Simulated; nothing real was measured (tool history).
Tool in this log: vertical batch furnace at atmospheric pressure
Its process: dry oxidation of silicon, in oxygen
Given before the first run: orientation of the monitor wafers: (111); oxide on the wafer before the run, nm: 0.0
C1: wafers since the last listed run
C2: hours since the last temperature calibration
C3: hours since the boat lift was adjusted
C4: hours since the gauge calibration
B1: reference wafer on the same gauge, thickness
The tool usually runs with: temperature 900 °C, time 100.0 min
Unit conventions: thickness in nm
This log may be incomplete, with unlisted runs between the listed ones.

{"run": 1, "hour": 0.0, "temperature": 900, "time": 133.0, "C1": 0, "C2": 1071.5, "C3": 2519.6, "C4": 1420.6, "B1": 35.35, "thickness": 43.44}
{"run": 2, "hour": 107.7, "temperature": 900, "time": 100.0, "C1": 1620, "C2": 1179.2, "C3": 2627.3, "C4": 1528.3, "B1": 35.11, "thickness": 35.84}
{"run": 3, "hour": 188.0, "temperature": 906, "time": 100.0, "C1": 1208, "C2": 1259.5, "C3": 2707.6, "C4": 1608.6, "B1": 35.18, "thickness": 38.15}
{"run": 4, "hour": 259.6, "temperature": 906, "time": 100.0, "C1": 1077, "C2": 1331.1, "C3": 2779.2, "C4": 1680.2, "B1": 35.08, "thickness": 38.0}
{"run": 5, "hour": 317.3, "temperature": 900, "time": 100.0, "C1": 868, "C2": 1388.8, "C3": 2836.9, "C4": 1737.9, "B1": 35.07, "thickness": 35.4}
{"run": 6, "hour": 407.9, "temperature": 900, "time": 100.0, "C1": 1363, "C2": 1479.4, "C3": 2927.5, "C4": 1828.5, "B1": 35.08, "thickness": 35.77}
{"run": 7, "hour": 486.3, "temperature": 900, "time": 100.0, "C1": 1179, "C2": 1557.8, "C3": 3005.9, "C4": 1906.9, "B1": 34.94, "thickness": 35.35}
{"run": 8, "hour": 547.0, "temperature": 900, "time": 100.0, "C1": 913, "C2": 1618.5, "C3": 3066.6, "C4": 1967.6, "B1": 34.87, "thickness": 35.11}
{"hour": 636.1, "done": "boat lift adjusted"}
{"run": 9, "hour": 637.6, "temperature": 900, "time": 100.0, "C1": 1002, "C2": 1709.1, "C3": 1.5, "C4": 2058.2, "B1": 34.78, "thickness": 35.73}
{"run": 10, "hour": 711.7, "temperature": 900, "time": 100.0, "C1": 1115, "C2": 1783.2, "C3": 75.6, "C4": 2132.3, "B1": 34.7, "thickness": 35.14}
{"run": 11, "hour": 753.2, "temperature": 917, "time": 100.0, "C1": 624, "C2": 1824.7, "C3": 117.1, "C4": 2173.8, "B1": 34.64, "thickness": 41.93}
{"run": 12, "hour": 807.7, "temperature": 917, "time": 100.0, "C1": 820, "C2": 1879.2, "C3": 171.6, "C4": 2228.3, "B1": 34.71, "thickness": 41.49}
{"run": 13, "hour": 874.5, "temperature": 917, "time": 100.0, "C1": 1005, "C2": 1946.0, "C3": 238.4, "C4": 2295.1, "B1": 34.53, "thickness": 41.77}
{"run": 14, "hour": 977.3, "temperature": 900, "time": 100.0, "C1": 1547, "C2": 2048.8, "C3": 341.2, "C4": 2397.9, "B1": 34.41, "thickness": 34.93}
{"run": 15, "hour": 1040.8, "temperature": 900, "time": 100.0, "C1": 955, "C2": 2112.3, "C3": 404.7, "C4": 2461.4, "B1": 34.37, "thickness": 35.29}
{"run": 16, "hour": 1087.1, "temperature": 925, "time": 86.5, "C1": 696, "C2": 2158.6, "C3": 451.0, "C4": 2507.7, "B1": 34.34, "thickness": 39.95}
{"run": 17, "hour": 1162.7, "temperature": 900, "time": 131.0, "C1": 1137, "C2": 2234.2, "C3": 526.6, "C4": 2583.3, "B1": 34.2, "thickness": 42.07}
{"run": 18, "hour": 1206.8, "temperature": 919, "time": 100.0, "C1": 663, "C2": 2278.3, "C3": 570.7, "C4": 2627.4, "B1": 34.25, "thickness": 42.3}
{"run": 19, "hour": 1289.4, "temperature": 923, "time": 80.0, "C1": 1243, "C2": 2360.9, "C3": 653.3, "C4": 2710.0, "B1": 34.05, "thickness": 37.24}
{"hour": 1337.8, "done": "thermocouples replaced and temperature profile calibrated"}
{"run": 20, "hour": 1393.6, "temperature": 922, "time": 145.5, "C1": 1206, "C2": 55.8, "C3": 757.5, "C4": 2814.2, "B1": 33.97, "thickness": 56.03}
{"run": 21, "hour": 1476.3, "temperature": 900, "time": 76.5, "C1": 1244, "C2": 138.5, "C3": 840.2, "C4": 2896.9, "B1": 33.97, "thickness": 28.61}
{"hour": 1479.6, "done": "gauge calibrated"}
{"run": 22, "hour": 1580.1, "temperature": 889, "time": 126.5, "C1": 1562, "C2": 242.3, "C3": 944.0, "C4": 100.5, "B1": 35.74, "thickness": 38.28}
{"run": 23, "hour": 1647.0, "temperature": 886, "time": 132.5, "C1": 1006, "C2": 309.2, "C3": 1010.9, "C4": 167.4, "B1": 35.69, "thickness": 38.23}
{"run": 24, "hour": 1742.0, "temperature": 900, "time": 100.0, "C1": 1429, "C2": 404.2, "C3": 1105.9, "C4": 262.4, "B1": 35.82, "thickness": 36.36}
{"run": 25, "hour": 1820.5, "temperature": 900, "time": 100.0, "C1": 1181, "C2": 482.7, "C3": 1184.4, "C4": 340.9, "B1": 35.75, "thickness": 36.61}
{"run": 26, "hour": 1857.2, "temperature": 914, "time": 59.5, "C1": 552, "C2": 519.4, "C3": 1221.1, "C4": 377.6, "B1": 35.71, "thickness": 29.57}
{"run": 27, "hour": 1958.4, "temperature": 900, "time": 83.0, "C1": 1522, "C2": 620.6, "C3": 1322.3, "C4": 478.8, "B1": 35.71, "thickness": 31.74}
{"run": 28, "hour": 2029.7, "temperature": 906, "time": 100.0, "C1": 1073, "C2": 691.9, "C3": 1393.6, "C4": 550.1, "B1": 35.73, "thickness": 38.41}
{"run": 29, "hour": 2068.5, "temperature": 922, "time": 79.5, "C1": 583, "C2": 730.7, "C3": 1432.4, "C4": 588.9, "B1": 35.6, "thickness": 38.09}
{"run": 30, "hour": 2159.0, "temperature": 900, "time": 100.0, "C1": 1361, "C2": 821.2, "C3": 1522.9, "C4": 679.4, "B1": 35.56, "thickness": 36.54}
{"run": 31, "hour": 2262.0, "temperature": 916, "time": 136.0, "C1": 1550, "C2": 924.2, "C3": 1625.9, "C4": 782.4, "B1": 35.68, "thickness": 52.05}
{"run": 32, "hour": 2306.1, "temperature": 914, "time": 145.0, "C1": 663, "C2": 968.3, "C3": 1670.0, "C4": 826.5, "B1": 35.6, "thickness": 54.15}
{"run": 33, "hour": 2384.2, "temperature": 900, "time": 118.5, "C1": 1175, "C2": 1046.4, "C3": 1748.1, "C4": 904.6, "B1": 35.6, "thickness": 40.63}
{"run": 34, "hour": 2459.4, "temperature": 916, "time": 131.0, "C1": 1131, "C2": 1121.6, "C3": 1823.3, "C4": 979.8, "B1": 35.52, "thickness": 51.27}
{"run": 35, "hour": 2540.8, "temperature": 916, "time": 100.0, "C1": 1225, "C2": 1203.0, "C3": 1904.7, "C4": 1061.2, "B1": 35.48, "thickness": 42.19}
{"run": 36, "hour": 2581.3, "temperature": 910, "time": 61.5, "C1": 609, "C2": 1243.5, "C3": 1945.2, "C4": 1101.7, "B1": 35.47, "thickness": 28.71}
{"run": 37, "hour": 2620.7, "temperature": 918, "time": 86.5, "C1": 592, "C2": 1282.9, "C3": 1984.6, "C4": 1141.1, "B1": 35.5, "thickness": 38.66}
{"run": 38, "hour": 2688.4, "temperature": 916, "time": 133.0, "C1": 1018, "C2": 1350.6, "C3": 2052.3, "C4": 1208.8, "B1": 35.47, "thickness": 51.73}
{"run": 39, "hour": 2955.4, "temperature": 900, "time": 53.0, "C1": 4018, "C2": 1617.6, "C3": 2319.3, "C4": 1475.8, "B1": 35.3, "thickness": 23.08}

Some steps in thickness, run to run, broken into two amounts with sign: the step expected even without the hidden condition (settings, incoming material, random variation), and the rest, left for the hidden condition together with whatever gauge scatter is not in both the measured and the hidden-condition-free result:
The hidden state here: true tube temperature minus thermocouple reading, K; monitor wafer colder than the profiled boat position, K; gauge reads high (%).
Run 19 -> 20: temperature 923 -> 922, time 80.0 -> 145.5, thermocouples replaced and temperature profile calibrated. thickness +18.79 nm: hidden state -1.16, all else +19.95.
Run 20 -> 21: temperature 922 -> 900, time 145.5 -> 76.5. thickness -27.42 nm: hidden state +1.39, all else -28.81.
Run 21 -> 22: temperature 900 -> 889, time 76.5 -> 126.5, gauge calibrated. thickness +9.67 nm: hidden state +1.62, all else +8.05.
Run 38 -> 39: temperature 916 -> 900, time 133.0 -> 53.0. thickness -28.65 nm: hidden state +0.19, all else -28.84.
